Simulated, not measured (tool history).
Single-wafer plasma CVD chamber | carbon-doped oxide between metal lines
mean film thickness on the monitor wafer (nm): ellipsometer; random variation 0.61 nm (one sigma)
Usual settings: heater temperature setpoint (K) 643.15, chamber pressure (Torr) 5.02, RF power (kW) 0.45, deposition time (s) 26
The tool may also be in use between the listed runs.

run    hour  heater temperature setpoint (K)  chamber pressure (Torr)  RF power (kW)  deposition time (s)  wafers since the last listed run  hours since the last thermocouple change  hours since the last RF generator calibration  hours since the last manometer calibration  hours since the showerhead was replaced  hours since the gauge calibration  read-back reference wafer on the same gauge, thickness_nm  mean film thickness on the monitor wafer (nm)
  1       0                           643.15                     4.57           0.45                   26                                 0                                     317.4                                           96.3                                       822.1                                   6713.3                             2449.3                                                     100.29                                        113.296
  2      54                           643.15                     4.57           0.45                   26                              1249                                     371.4                                          150.3                                       876.1                                   6767.3                             2503.3                                                    100.335                                        113.091
  3   112.5                           643.15                     4.57           0.45                   26                              1353                                     429.9                                          208.8                                       934.6                                   6825.8                             2561.8                                                    100.344                                        112.284
      134.9  -- showerhead replaced
  4   212.5                           643.15                     5.02           0.45                   26                              2128                                     529.9                                          308.8                                      1034.6                                     77.6                             2661.8                                                    100.405                                        114.144
  5   255.5                           643.15                     5.02           0.45                   26                               995                                     572.9                                          351.8                                      1077.6                                    120.6                             2704.8                                                    100.522                                        115.276
  6   346.6                           643.15                     5.02           0.45                   26                              2108                                       664                                          442.9                                      1168.7                                    211.7                             2795.9                                                    100.375                                        114.451
  7   423.3                           643.15                     5.85           0.45                 29.2                              1774                                     740.7                                          519.6                                      1245.4                                    288.4                             2872.6                                                    100.578                                        132.708
      575.4  -- thermocouple changed; heater temperature recalibrated
      579.1  -- gauge calibrated
  8   672.3                           631.15                     5.02          0.395                   26                              5576                                      96.9                                          768.6                                      1494.4                                    537.4                               93.2                                                     95.341                                        104.324
  9   714.2                           643.15                     5.02           0.45                   26                               969                                     138.8                                          810.5                                      1536.3                                    579.3                              135.1                                                     95.415                                        108.481
 10     812                           648.15                     5.02           0.45                   26                              2263                                     236.6                                          908.3                                      1634.1                                    677.1                              232.9                                                     96.112                                         108.89
 11   865.9                           643.15                     5.02           0.45                   26                              1247                                     290.5                                          962.2                                        1688                                      731                              286.8                                                     96.206                                        110.275
      885.2  -- capacitance manometer re-zeroed and calibrated
 12   973.5                           654.15                     4.15          0.395                 24.4                              2304                                     398.1                                         1069.8                                        88.3                                    838.6                              394.4                                                     96.671                                         91.507
 13  1037.4                           652.15                     5.02           0.45                 27.1                              1478                                       462                                         1133.7                                       152.2                                    902.5                              458.3                                                     97.013                                         112.64
 14  1077.6                           643.15                     5.02           0.45                   26                               930                                     502.2                                         1173.9                                       192.4                                    942.7                              498.5                                                     97.252                                        110.728
 15  1125.3                           652.15                     6.11           0.49                 21.3                              1103                                     549.9                                         1221.6                                       240.1                                    990.4                              546.2                                                     97.321                                         95.714
 16  1170.3                           643.15                     4.71           0.45                   26                              1041                                     594.9                                         1266.6                                       285.1                                   1035.4                              591.2                                                     97.424                                        109.961
 17  1220.5                           643.15                     5.02           0.45                   26                              1161                                     645.1                                         1316.8                                       335.3                                   1085.6                              641.4                                                     97.647                                        111.833
 18  1301.8                           643.15                     3.93           0.45                   26                              1881                                     726.4                                         1398.1                                       416.6                                   1166.9                              722.7                                                      97.81                                          107.4
 19  1375.7                           643.15                     4.42           0.45                   26                              1710                                     800.3                                           1472                                       490.5                                   1240.8                              796.6                                                     98.143                                        109.194
 20  1432.7                           643.15                     5.02            0.5                   26                              1319                                     857.3                                           1529                                       547.5                                   1297.8                              853.6                                                     98.222                                        118.948
 21    1488                           643.15                     5.02           0.45                   26                              1279                                     912.6                                         1584.3                                       602.8                                   1353.1                              908.9                                                     98.443                                          112.2
       1561  -- thermocouple changed; heater temperature recalibrated
 22  1562.2                           655.15                     5.84           0.53                 23.8                              1531                                       1.2                                         1658.5                                         677                                   1427.3                              983.1                                                     98.471                                        110.134
 23  1669.1                           643.15                     5.02            0.4                   28                              2473                                     108.1                                         1765.4                                       783.9                                   1534.2                               1090                                                     98.686                                        114.703
 24  1768.6                           643.15                     5.02           0.37                   26                              2302                                     207.6                                         1864.9                                       883.4                                   1633.7                             1189.5                                                     99.094                                        102.103
 25  1807.6                           647.15                     5.02           0.41                 29.1                               902                                     246.6                                         1903.9                                       922.4                                   1672.7                             1228.5                                                     98.966                                        118.163
 26  1860.3                           643.15                     4.57           0.45                   26                              1219                                     299.3                                         1956.6                                       975.1                                   1725.4                             1281.2                                                     99.058                                        111.004
 27  1917.4                           643.15                     5.02           0.45                   26                              1321                                     356.4                                         2013.7                                      1032.2                                   1782.5                             1338.3                                                     99.033                                        113.923
 28  2003.8                           643.15                     6.18          0.495                 28.8                              1999                                     442.8                                         2100.1                                      1118.6                                   1868.9                             1424.7                                                     99.233                                        135.803
     2029.2  -- RF generator calibrated
 29  2050.5                           628.15                     5.02           0.39                 22.3                               895                                     489.5                                           21.3                                      1165.3                                   1915.6                             1471.4                                                     99.334                                         94.466

Forecast each of these 3 alternatives for the next run:
  A  2050.9                           643.15                     5.02           0.45                   26                                 9                                     489.9                                           21.7                                      1165.7                                     1916                             1471.8                                                          ?                                              ?
  B  2050.9                           643.15                     5.02           0.45                 21.1                                 9                                     489.9                                           21.7                                      1165.7                                     1916                             1471.8                                                          ?                                              ?
  C  2050.9                           653.15                     5.66          0.385                 29.2                                 9                                     489.9                                           21.7                                      1165.7                                     1916                             1471.8                                                          ?                                              ?

run  read-back reference wafer on the same gauge, thickness_nm  mean film thickness on the monitor wafer (nm)
  A                                                     99.354                                        112.092
  B                                                     99.354                                         91.277
  C                                                     99.354                                        114.821
Without the tool's hidden state the same runs would have given:
run  mean film thickness on the monitor wafer (nm)
  A                                        107.226
  B                                         87.314
  C                                        109.837

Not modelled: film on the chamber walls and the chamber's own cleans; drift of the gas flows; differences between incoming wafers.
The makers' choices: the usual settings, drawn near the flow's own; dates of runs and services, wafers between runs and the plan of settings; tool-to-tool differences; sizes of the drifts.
